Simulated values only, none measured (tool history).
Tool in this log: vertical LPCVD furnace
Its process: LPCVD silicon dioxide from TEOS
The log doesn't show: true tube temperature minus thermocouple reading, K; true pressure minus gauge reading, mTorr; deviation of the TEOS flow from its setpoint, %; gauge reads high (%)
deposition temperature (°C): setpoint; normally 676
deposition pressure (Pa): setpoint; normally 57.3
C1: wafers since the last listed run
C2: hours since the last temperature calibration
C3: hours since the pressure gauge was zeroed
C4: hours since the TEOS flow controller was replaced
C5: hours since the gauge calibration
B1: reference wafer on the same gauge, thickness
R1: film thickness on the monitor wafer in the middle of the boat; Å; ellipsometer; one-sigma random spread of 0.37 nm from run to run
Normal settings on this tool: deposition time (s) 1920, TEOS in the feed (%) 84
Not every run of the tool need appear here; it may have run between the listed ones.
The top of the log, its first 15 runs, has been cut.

Run 16, hour 182.3: usual settings but deposition pressure (Pa) 53.3; C1 227; C2 103.7; C3 203.5; C4 4023.6; C5 412.6; B1 185.07. Result: R1 1654.8 Å.
Run 17, hour 199.4: usual settings but TEOS in the feed (%) 90; C1 291; C2 120.8; C3 220.6; C4 4040.7; C5 429.7; B1 185.05. Result: R1 1780.8 Å.
At hour 225.5: gauge calibrated.
Run 18, hour 243.7: usual settings but deposition temperature (°C) 680, deposition pressure (Pa) 61.3, deposition time (s) 1290, TEOS in the feed (%) 97; C1 756; C2 165.1; C3 264.9; C4 4085.0; C5 18.2; B1 185.03. Result: R1 1419.4 Å.
At hour 275.2: TEOS flow controller replaced.
Run 19, hour 275.7: usual settings; C1 136; C2 197.1; C3 296.9; C4 0.5; C5 50.2; B1 185.00. Result: R1 1734.3 Å.
Run 20, hour 279.4: usual settings; C1 63; C2 200.8; C3 300.6; C4 4.2; C5 53.9; B1 185.09. Result: R1 1732.1 Å.
Run 21, hour 287.3: usual settings; C1 134; C2 208.7; C3 308.5; C4 12.1; C5 61.8; B1 185.05. Result: R1 1725.6 Å.
Run 22, hour 294.4: usual settings but deposition temperature (°C) 683, deposition pressure (Pa) 64.0, TEOS in the feed (%) 97; C1 121; C2 215.8; C3 315.6; C4 19.2; C5 68.9; B1 185.04. Result: R1 2325.1 Å.
Run 23, hour 300.9: usual settings; C1 110; C2 222.3; C3 322.1; C4 25.7; C5 75.4; B1 185.00. Result: R1 1733.0 Å.
Run 24, hour 317.3: usual settings but deposition temperature (°C) 683, TEOS in the feed (%) 70; C1 280; C2 238.7; C3 338.5; C4 42.1; C5 91.8; B1 185.04. Result: R1 1873.7 Å.
Run 25, hour 332.1: usual settings but deposition time (s) 2460; C1 252; C2 253.5; C3 353.3; C4 56.9; C5 106.6; B1 184.95. Result: R1 2217.6 Å.
Run 26, hour 361.5: usual settings but deposition temperature (°C) 670, deposition pressure (Pa) 64.7, deposition time (s) 1440, TEOS in the feed (%) 94; C1 502; C2 282.9; C3 382.7; C4 86.3; C5 136.0; B1 185.27. Result: R1 1263.8 Å.
Run 27, hour 377.3: usual settings but deposition temperature (°C) 686, TEOS in the feed (%) 90; C1 269; C2 298.7; C3 398.5; C4 102.1; C5 151.8; B1 185.07. Result: R1 2289.7 Å.
Run 28, hour 392.3: usual settings but deposition pressure (Pa) 66.0, deposition time (s) 1290; C1 256; C2 313.7; C3 413.5; C4 117.1; C5 166.8; B1 185.05. Result: R1 1253.7 Å.
Run 29, hour 400.8: usual settings but deposition temperature (°C) 682, TEOS in the feed (%) 97; C1 145; C2 322.2; C3 422.0; C4 125.6; C5 175.3; B1 184.97. Result: R1 2156.2 Å.
Run 30, hour 414.9: usual settings but deposition temperature (°C) 672, deposition time (s) 1590; C1 240; C2 336.3; C3 436.1; C4 139.7; C5 189.4; B1 185.04. Result: R1 1309.1 Å.
Run 31, hour 427.7: usual settings; C1 218; C2 349.1; C3 448.9; C4 152.5; C5 202.2; B1 184.86. Result: R1 1741.2 Å.

4 options for the next run, each taken on its own from the tool as it stands now. Forecast them:
Run A, hour 431.5: usual settings; C1 64; C2 352.9; C3 452.7; C4 156.3; C5 206.0; B1 ?. Result: R1 ?.
Run B, hour 431.5: usual settings but deposition temperature (°C) 672, deposition pressure (Pa) 46.0, deposition time (s) 2250, TEOS in the feed (%) 74; C1 64; C2 352.9; C3 452.7; C4 156.3; C5 206.0; B1 ?. Result: R1 ?.
Run C, hour 431.5: usual settings but deposition temperature (°C) 672; C1 64; C2 352.9; C3 452.7; C4 156.3; C5 206.0; B1 ?. Result: R1 ?.
Run D, hour 431.5: usual settings but deposition temperature (°C) 665; C1 64; C2 352.9; C3 452.7; C4 156.3; C5 206.0; B1 ?. Result: R1 ?.

run      B1      R1
  A  184.90  1742.1
  B  184.90  1556.1
  C  184.90  1579.4
  D  184.90  1327.7
The same runs, with their run-to-run variation unchanged, on a tool lacking any hidden condition would have given:
run      R1
  A  1695.9
  B  1514.5
  C  1537.2
  D  1291.7
